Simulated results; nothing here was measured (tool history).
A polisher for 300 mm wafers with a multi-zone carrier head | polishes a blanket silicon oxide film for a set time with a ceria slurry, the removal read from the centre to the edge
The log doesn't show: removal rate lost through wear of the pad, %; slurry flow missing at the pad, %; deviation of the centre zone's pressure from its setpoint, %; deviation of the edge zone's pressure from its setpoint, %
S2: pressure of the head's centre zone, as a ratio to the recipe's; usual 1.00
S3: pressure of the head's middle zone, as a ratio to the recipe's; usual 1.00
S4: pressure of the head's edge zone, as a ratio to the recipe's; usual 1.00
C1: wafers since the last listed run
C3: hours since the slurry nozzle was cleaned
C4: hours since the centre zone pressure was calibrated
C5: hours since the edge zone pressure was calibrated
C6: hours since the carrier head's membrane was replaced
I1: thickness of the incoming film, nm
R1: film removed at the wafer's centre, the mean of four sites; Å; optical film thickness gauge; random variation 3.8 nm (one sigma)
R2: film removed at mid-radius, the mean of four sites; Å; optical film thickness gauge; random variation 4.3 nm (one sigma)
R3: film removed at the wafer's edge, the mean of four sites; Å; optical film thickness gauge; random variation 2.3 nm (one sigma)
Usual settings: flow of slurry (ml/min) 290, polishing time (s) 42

{"run": 1, "hour": 0.0, "flow of slurry (ml/min)": 290, "S2": 1.0, "S3": 1.0, "S4": 1.0, "polishing time (s)": 42, "C1": 0, "wafers polished on this pad": 3574, "C3": 218.7, "C4": 320.2, "C5": 498.6, "C6": 488.8, "I1": 1301.0, "R1": 2898, "R2": 3179, "R3": 3333}
{"hour": 9.1, "done": "centre zone pressure recalibrated"}
{"run": 2, "hour": 31.3, "flow of slurry (ml/min)": 290, "S2": 1.0, "S3": 1.0, "S4": 0.93, "polishing time (s)": 42, "C1": 439, "wafers polished on this pad": 4013, "C3": 250.0, "C4": 22.2, "C5": 529.9, "C6": 520.1, "I1": 1282.1, "R1": 3256, "R2": 3239, "R3": 3233}
{"hour": 44.7, "done": "worn pad replaced by a new one"}
{"run": 3, "hour": 69.5, "flow of slurry (ml/min)": 270, "S2": 1.0, "S3": 1.0, "S4": 1.0, "polishing time (s)": 34, "C1": 512, "wafers polished on this pad": 371, "C3": 288.2, "C4": 60.4, "C5": 568.1, "C6": 558.3, "I1": 1276.2, "R1": 2599, "R2": 2614, "R3": 2702}
{"run": 4, "hour": 124.4, "flow of slurry (ml/min)": 290, "S2": 1.0, "S3": 1.06, "S4": 1.04, "polishing time (s)": 42, "C1": 822, "wafers polished on this pad": 1194, "C3": 343.1, "C4": 115.3, "C5": 623.0, "C6": 613.2, "I1": 1299.8, "R1": 3254, "R2": 3390, "R3": 3434}
{"run": 5, "hour": 184.4, "flow of slurry (ml/min)": 290, "S2": 1.0, "S3": 1.06, "S4": 1.04, "polishing time (s)": 42, "C1": 899, "wafers polished on this pad": 2093, "C3": 403.1, "C4": 175.3, "C5": 683.0, "C6": 673.2, "I1": 1285.9, "R1": 3148, "R2": 3371, "R3": 3433}
{"run": 6, "hour": 224.3, "flow of slurry (ml/min)": 290, "S2": 0.91, "S3": 1.0, "S4": 1.0, "polishing time (s)": 42, "C1": 597, "wafers polished on this pad": 2691, "C3": 443.0, "C4": 215.2, "C5": 722.9, "C6": 713.1, "I1": 1300.1, "R1": 2797, "R2": 3228, "R3": 3326}
{"run": 7, "hour": 249.8, "flow of slurry (ml/min)": 290, "S2": 0.91, "S3": 1.0, "S4": 1.0, "polishing time (s)": 42, "C1": 382, "wafers polished on this pad": 3073, "C3": 468.5, "C4": 240.7, "C5": 748.4, "C6": 738.6, "I1": 1311.7, "R1": 2748, "R2": 3207, "R3": 3352}
{"hour": 277.8, "done": "worn pad replaced by a new one"}
{"run": 8, "hour": 302.2, "flow of slurry (ml/min)": 290, "S2": 0.97, "S3": 1.0, "S4": 0.96, "polishing time (s)": 42, "C1": 725, "wafers polished on this pad": 365, "C3": 520.9, "C4": 293.1, "C5": 800.8, "C6": 791.0, "I1": 1313.9, "R1": 2882, "R2": 3304, "R3": 3312}
{"run": 9, "hour": 337.6, "flow of slurry (ml/min)": 240, "S2": 1.0, "S3": 1.0, "S4": 1.0, "polishing time (s)": 42, "C1": 530, "wafers polished on this pad": 895, "C3": 556.3, "C4": 328.5, "C5": 836.2, "C6": 826.4, "I1": 1296.5, "R1": 2882, "R2": 3204, "R3": 3330}
{"hour": 365.2, "done": "centre zone pressure recalibrated"}
{"run": 10, "hour": 383.2, "flow of slurry (ml/min)": 260, "S2": 1.0, "S3": 1.0, "S4": 0.92, "polishing time (s)": 42, "C1": 653, "wafers polished on this pad": 1549, "C3": 601.9, "C4": 18.0, "C5": 881.8, "C6": 872.0, "I1": 1327.3, "R1": 3259, "R2": 3241, "R3": 3197}
{"run": 11, "hour": 442.4, "flow of slurry (ml/min)": 245, "S2": 1.0, "S3": 1.0, "S4": 1.0, "polishing time (s)": 42, "C1": 887, "wafers polished on this pad": 2436, "C3": 661.1, "C4": 77.2, "C5": 941.0, "C6": 931.2, "I1": 1284.9, "R1": 3192, "R2": 3202, "R3": 3311}
{"hour": 495.9, "done": "slurry nozzle cleaned"}
{"run": 12, "hour": 506.1, "flow of slurry (ml/min)": 290, "S2": 0.88, "S3": 1.0, "S4": 1.0, "polishing time (s)": 42, "C1": 939, "wafers polished on this pad": 3376, "C3": 10.2, "C4": 140.9, "C5": 1004.7, "C6": 994.9, "I1": 1312.6, "R1": 2814, "R2": 3260, "R3": 3372}
{"hour": 514.1, "done": "worn pad replaced by a new one"}
{"hour": 522.1, "done": "carrier head's membrane replaced by a new one"}
{"run": 13, "hour": 546.8, "flow of slurry (ml/min)": 290, "S2": 1.0, "S3": 1.0, "S4": 1.0, "polishing time (s)": 42, "C1": 475, "wafers polished on this pad": 415, "C3": 50.9, "C4": 181.6, "C5": 1045.4, "C6": 24.7, "I1": 1296.3, "R1": 3247, "R2": 3296, "R3": 3333}
{"run": 14, "hour": 612.1, "flow of slurry (ml/min)": 290, "S2": 1.0, "S3": 1.06, "S4": 1.0, "polishing time (s)": 42, "C1": 978, "wafers polished on this pad": 1394, "C3": 116.2, "C4": 246.9, "C5": 1110.7, "C6": 90.0, "I1": 1314.4, "R1": 3032, "R2": 3341, "R3": 3358}
{"hour": 640.8, "done": "centre zone pressure recalibrated"}
{"run": 15, "hour": 675.1, "flow of slurry (ml/min)": 260, "S2": 1.0, "S3": 0.91, "S4": 1.0, "polishing time (s)": 49, "C1": 914, "wafers polished on this pad": 2308, "C3": 179.2, "C4": 34.3, "C5": 1173.7, "C6": 153.0, "I1": 1301.7, "R1": 3821, "R2": 3625, "R3": 3931}
{"run": 16, "hour": 739.9, "flow of slurry (ml/min)": 290, "S2": 1.0, "S3": 1.0, "S4": 1.04, "polishing time (s)": 42, "C1": 971, "wafers polished on this pad": 3279, "C3": 244.0, "C4": 99.1, "C5": 1238.5, "C6": 217.8, "I1": 1293.0, "R1": 3188, "R2": 3262, "R3": 3453}
{"run": 17, "hour": 798.5, "flow of slurry (ml/min)": 210, "S2": 0.93, "S3": 0.9, "S4": 1.0, "polishing time (s)": 29, "C1": 878, "wafers polished on this pad": 4157, "C3": 302.6, "C4": 157.7, "C5": 1297.1, "C6": 276.4, "I1": 1307.5, "R1": 1991, "R2": 2087, "R3": 2288}
{"hour": 803.6, "done": "worn pad replaced by a new one"}
{"hour": 818.5, "done": "edge zone pressure recalibrated"}
{"run": 18, "hour": 861.5, "flow of slurry (ml/min)": 210, "S2": 1.0, "S3": 0.93, "S4": 0.94, "polishing time (s)": 42, "C1": 854, "wafers polished on this pad": 837, "C3": 365.6, "C4": 220.7, "C5": 43.0, "C6": 339.4, "I1": 1303.6, "R1": 3026, "R2": 3103, "R3": 3219}
{"hour": 931.6, "done": "centre zone pressure recalibrated"}
{"run": 19, "hour": 1031.4, "flow of slurry (ml/min)": 375, "S2": 1.05, "S3": 1.0, "S4": 1.0, "polishing time (s)": 42, "C1": 2516, "wafers polished on this pad": 3353, "C3": 535.5, "C4": 99.8, "C5": 212.9, "C6": 509.3, "I1": 1295.2, "R1": 3492, "R2": 3306, "R3": 3419}
{"hour": 1084.3, "done": "worn pad replaced by a new one"}
{"run": 20, "hour": 1091.3, "flow of slurry (ml/min)": 230, "S2": 0.94, "S3": 0.93, "S4": 1.0, "polishing time (s)": 28, "C1": 837, "wafers polished on this pad": 105, "C3": 595.4, "C4": 159.7, "C5": 272.8, "C6": 569.2, "I1": 1315.5, "R1": 1967, "R2": 2074, "R3": 2203}
{"run": 21, "hour": 1135.5, "flow of slurry (ml/min)": 260, "S2": 1.0, "S3": 1.0, "S4": 0.92, "polishing time (s)": 42, "C1": 662, "wafers polished on this pad": 767, "C3": 639.6, "C4": 203.9, "C5": 317.0, "C6": 613.4, "I1": 1298.4, "R1": 3163, "R2": 3236, "R3": 3212}
{"run": 22, "hour": 1161.0, "flow of slurry (ml/min)": 290, "S2": 1.03, "S3": 1.07, "S4": 1.08, "polishing time (s)": 42, "C1": 382, "wafers polished on this pad": 1149, "C3": 665.1, "C4": 229.4, "C5": 342.5, "C6": 638.9, "I1": 1284.9, "R1": 3240, "R2": 3403, "R3": 3515}

Forecast each of these 4 alternatives for the next run:
{"run": "A", "hour": 1161.4, "flow of slurry (ml/min)": 290, "S2": 1.0, "S3": 1.0, "S4": 1.0, "polishing time (s)": 42, "C1": 5, "wafers polished on this pad": 1155, "C3": 665.5, "C4": 229.8, "C5": 342.9, "C6": 639.3, "I1": 1297.3, "R1": "?", "R2": "?", "R3": "?"}
{"run": "B", "hour": 1161.4, "flow of slurry (ml/min)": 225, "S2": 1.0, "S3": 1.06, "S4": 1.05, "polishing time (s)": 33, "C1": 5, "wafers polished on this pad": 1155, "C3": 665.5, "C4": 229.8, "C5": 342.9, "C6": 639.3, "I1": 1297.3, "R1": "?", "R2": "?", "R3": "?"}
{"run": "C", "hour": 1161.4, "flow of slurry (ml/min)": 290, "S2": 1.08, "S3": 1.0, "S4": 0.89, "polishing time (s)": 56, "C1": 5, "wafers polished on this pad": 1155, "C3": 665.5, "C4": 229.8, "C5": 342.9, "C6": 639.3, "I1": 1297.3, "R1": "?", "R2": "?", "R3": "?"}
{"run": "D", "hour": 1161.4, "flow of slurry (ml/min)": 290, "S2": 1.07, "S3": 1.0, "S4": 1.0, "polishing time (s)": 42, "C1": 5, "wafers polished on this pad": 1155, "C3": 665.5, "C4": 229.8, "C5": 342.9, "C6": 639.3, "I1": 1297.3, "R1": "?", "R2": "?", "R3": "?"}

run=A R1=3195 R2=3329 R3=3391
run=B R1=2460 R2=2653 R3=2689
run=C R1=4605 R2=4438 R3=4281
run=D R1=3421 R2=3328 R3=3391
Without the tool's hidden state the same runs would have given:
run=A R1=3330 R2=3329 R3=3391
run=B R1=2563 R2=2653 R3=2689
run=C R1=4797 R2=4437 R3=4281
run=D R1=3565 R2=3327 R3=3391
